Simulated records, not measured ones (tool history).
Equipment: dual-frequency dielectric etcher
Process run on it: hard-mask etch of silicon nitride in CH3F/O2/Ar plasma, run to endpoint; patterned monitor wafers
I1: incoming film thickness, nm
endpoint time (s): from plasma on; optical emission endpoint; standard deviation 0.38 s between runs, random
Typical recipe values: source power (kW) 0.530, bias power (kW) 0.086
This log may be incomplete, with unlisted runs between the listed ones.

Run 1, hour 0.0: usual settings; I1 55.3. Result: endpoint time (s) 61.3.
Run 2, hour 12.2: usual settings; I1 55.0. Result: endpoint time (s) 62.2.
Run 3, hour 49.6: usual settings; I1 55.2. Result: endpoint time (s) 61.6.
Run 4, hour 55.6: usual settings; I1 55.0. Result: endpoint time (s) 61.2.
Run 5, hour 61.8: usual settings; I1 54.9. Result: endpoint time (s) 62.2.
Run 6, hour 72.9: usual settings but source power (kW) 0.590; I1 54.8. Result: endpoint time (s) 59.6.
Run 7, hour 89.4: usual settings but source power (kW) 0.500, bias power (kW) 0.071; I1 55.2. Result: endpoint time (s) 66.5.
At hour 120.0: wet clean of the chamber.
Run 8, hour 120.5: usual settings; I1 55.1. Result: endpoint time (s) 60.5.
Run 9, hour 120.8: usual settings; I1 55.0. Result: endpoint time (s) 59.9.
Run 10, hour 127.6: usual settings; I1 55.5. Result: endpoint time (s) 60.8.
At hour 134.8: source power generator calibrated.
Run 11, hour 140.5: usual settings; I1 55.0. Result: endpoint time (s) 59.3.
Run 12, hour 154.4: usual settings; I1 55.4. Result: endpoint time (s) 60.6.
Run 13, hour 164.2: usual settings but source power (kW) 0.660, bias power (kW) 0.101; I1 55.0. Result: endpoint time (s) 52.9.
At hour 188.8: bias power generator calibrated.
At hour 196.8: wet clean of the chamber, repeated, since the last time left the tool worse.
Run 14, hour 197.3: usual settings; I1 55.1. Result: endpoint time (s) 64.9.
Run 15, hour 197.6: usual settings but source power (kW) 0.490, bias power (kW) 0.103; I1 55.2. Result: endpoint time (s) 61.9.
Run 16, hour 203.6: usual settings but source power (kW) 0.470; I1 55.3. Result: endpoint time (s) 66.1.
At hour 242.3: upper electrode replaced.
Run 17, hour 250.2: usual settings but bias power (kW) 0.092; I1 55.2. Result: endpoint time (s) 62.6.
Run 18, hour 261.6: usual settings but source power (kW) 0.620, bias power (kW) 0.094; I1 54.9. Result: endpoint time (s) 58.9.
Run 19, hour 277.0: usual settings; I1 55.5. Result: endpoint time (s) 64.5.
Run 20, hour 283.3: usual settings but source power (kW) 0.430, bias power (kW) 0.096; I1 55.0. Result: endpoint time (s) 64.7.
Run 21, hour 295.3: usual settings but source power (kW) 0.440; I1 55.4. Result: endpoint time (s) 66.6.
Run 22, hour 306.6: usual settings but source power (kW) 0.610, bias power (kW) 0.073; I1 55.5. Result: endpoint time (s) 64.2.
Run 23, hour 313.1: usual settings but source power (kW) 0.440, bias power (kW) 0.075; I1 55.1. Result: endpoint time (s) 69.5.

Here are 5 independent what-if runs from the current tool condition. What would each one return?
Run A, hour 313.5: usual settings but source power (kW) 0.460; I1 54.9. Result: endpoint time (s) ?.
Run B, hour 313.5: usual settings but source power (kW) 0.470, bias power (kW) 0.067; I1 54.9. Result: endpoint time (s) ?.
Run C, hour 313.5: usual settings but bias power (kW) 0.107; I1 54.9. Result: endpoint time (s) ?.
Run D, hour 313.5: usual settings but bias power (kW) 0.098; I1 54.9. Result: endpoint time (s) ?.
Run E, hour 313.5: usual settings but source power (kW) 0.630, bias power (kW) 0.092; I1 54.9. Result: endpoint time (s) ?.

run  endpoint time (s)
  A               66.6
  B               71.4
  C               59.6
  D               61.3
  E               59.5
Without the tool's unlogged condition, the same runs would have read:
run  endpoint time (s)
  A               67.4
  B               72.3
  C               60.3
  D               62.1
  E               60.2
